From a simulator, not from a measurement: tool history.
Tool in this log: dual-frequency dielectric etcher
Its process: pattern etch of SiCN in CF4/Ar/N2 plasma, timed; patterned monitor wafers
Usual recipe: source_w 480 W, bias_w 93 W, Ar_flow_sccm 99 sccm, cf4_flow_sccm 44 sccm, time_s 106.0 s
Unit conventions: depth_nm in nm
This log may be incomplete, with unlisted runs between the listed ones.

run   hour  source_w  bias_w  Ar_flow_sccm  cf4_flow_sccm  time_s  wafers since the last listed run  hours since the last wet clean  hours since the last source power generator calibration  hours since the last bias power generator calibration  hours since the last Ar flow controller change  hours since the last CF4 flow controller change  hours since the last upper electrode change  hours since the gauge calibration  read-back reference wafer on the same gauge, depth_nm  depth_nm
  1    0.0       480      93            99             44   106.0                                 0                           332.5                                                   5175.5                                                 2898.6                                          4237.0                                           2263.6                                       4712.1                              143.2                                                  109.9      95.2
  2   29.2       480      93           107             44   106.0                               372                           361.7                                                   5204.7                                                 2927.8                                          4266.2                                           2292.8                                       4741.3                              172.4                                                  110.0      94.2
      57.2  -- CF4 flow controller replaced
  3   64.7       480     109            82             44   106.0                               376                           397.2                                                   5240.2                                                 2963.3                                          4301.7                                              7.5                                       4776.8                              207.9                                                  110.0     103.5
      89.1  -- upper electrode replaced
  4   89.6       430      84           121             35   106.0                                11                           422.1                                                   5265.1                                                 2988.2                                          4326.6                                             32.4                                          0.5                              232.8                                                  109.9      79.1
  5   98.6       480      72            99             44   106.0                               114                           431.1                                                   5274.1                                                 2997.2                                          4335.6                                             41.4                                          9.5                              241.8                                                  110.0      86.2
  6  126.4       480      93            99             44   106.0                               354                           458.9                                                   5301.9                                                 3025.0                                          4363.4                                             69.2                                         37.3                              269.6                                                  109.9      94.8
     150.9  -- Ar flow controller replaced
     161.3  -- wet clean of the chamber
  7  161.8       370      93            99             53   106.0                               242                             0.5                                                   5337.3                                                 3060.4                                            10.9                                            104.6                                         72.7                              305.0                                                  110.1      79.3
  8  180.1       550      93            83             36    77.0                               233                            18.8                                                   5355.6                                                 3078.7                                            29.2                                            122.9                                         91.0                              323.3                                                  109.9      78.1
  9  201.4       480      78            99             44   106.0                               271                            40.1                                                   5376.9                                                 3100.0                                            50.5                                            144.2                                        112.3                              344.6                                                  110.0      89.5
     225.1  -- bias power generator calibrated
 10  228.7       520      93            99             39    87.0                               297                            67.4                                                   5404.2                                                    3.6                                            77.8                                            171.5                                        139.6                              371.9                                                  110.0      82.9
 11  241.3       480      93            80             44   137.5                               160                            80.0                                                   5416.8                                                   16.2                                            90.4                                            184.1                                        152.2                              384.5                                                  110.0     127.4
 12  257.1       480      93            99             44   106.0                               201                            95.8                                                   5432.6                                                   32.0                                           106.2                                            199.9                                        168.0                              400.3                                                  110.0      95.3
     263.7  -- source power generator calibrated
 13  360.1       600      93            99             44   106.0                              1263                           198.8                                                     96.4                                                  135.0                                           209.2                                            302.9                                        271.0                              503.3                                                  110.0     118.9
 14  381.9       480      71           108             50   118.5                               278                           220.6                                                    118.2                                                  156.8                                           231.0                                            324.7                                        292.8                              525.1                                                  110.0     100.2
 15  398.1       480      86            99             44   106.0                               206                           236.8                                                    134.4                                                  173.0                                           247.2                                            340.9                                        309.0                              541.3                                                  110.0      96.1
 16  410.5       480      93            99             44   106.0                               158                           249.2                                                    146.8                                                  185.4                                           259.6                                            353.3                                        321.4                              553.7                                                  110.0      98.9
 17  433.1       370      93           113             44    76.0                               288                           271.8                                                    169.4                                                  208.0                                           282.2                                            375.9                                        344.0                              576.3                                                  110.0      56.2
 18  469.1       480      93            92             44   106.0                               459                           307.8                                                    205.4                                                  244.0                                           318.2                                            411.9                                        380.0                              612.3                                                  110.0      99.7
 19  486.7       480      93            99             44   106.0                               224                           325.4                                                    223.0                                                  261.6                                           335.8                                            429.5                                        397.6                              629.9                                                  110.0      98.4
     500.3  -- gauge calibrated
 20  503.2       480      86            93             44   134.0                               210                           341.9                                                    239.5                                                  278.1                                           352.3                                            446.0                                        414.1                                2.9                                                  110.1     122.0
 21  536.5       480      93            99             44   106.0                               424                           375.2                                                    272.8                                                  311.4                                           385.6                                            479.3                                        447.4                               36.2                                                  110.0      98.1

Below are 4 alternative next runs, each starting from the tool's condition after run 21. Predict each:
  A  536.9       520      93            99             44   106.0                                 5                           375.6                                                    273.2                                                  311.8                                           386.0                                            479.7                                        447.8                               36.6                                                      ?         ?
  B  536.9       420      70            99             53   106.0                                 5                           375.6                                                    273.2                                                  311.8                                           386.0                                            479.7                                        447.8                               36.6                                                      ?         ?
  C  536.9       480      76            99             44   106.0                                 5                           375.6                                                    273.2                                                  311.8                                           386.0                                            479.7                                        447.8                               36.6                                                      ?         ?
  D  536.9       480      93            77             44   106.0                                 5                           375.6                                                    273.2                                                  311.8                                           386.0                                            479.7                                        447.8                               36.6                                                      ?         ?

run  read-back reference wafer on the same gauge, depth_nm  depth_nm
  A                                                  110.0     105.2
  B                                                  110.0      81.3
  C                                                  110.0      91.3
  D                                                  110.0     101.9
With the hidden condition removed and each run's random variation left untouched, the same runs would have given:
run  depth_nm
  A     107.1
  B      82.7
  C      92.9
  D     103.7

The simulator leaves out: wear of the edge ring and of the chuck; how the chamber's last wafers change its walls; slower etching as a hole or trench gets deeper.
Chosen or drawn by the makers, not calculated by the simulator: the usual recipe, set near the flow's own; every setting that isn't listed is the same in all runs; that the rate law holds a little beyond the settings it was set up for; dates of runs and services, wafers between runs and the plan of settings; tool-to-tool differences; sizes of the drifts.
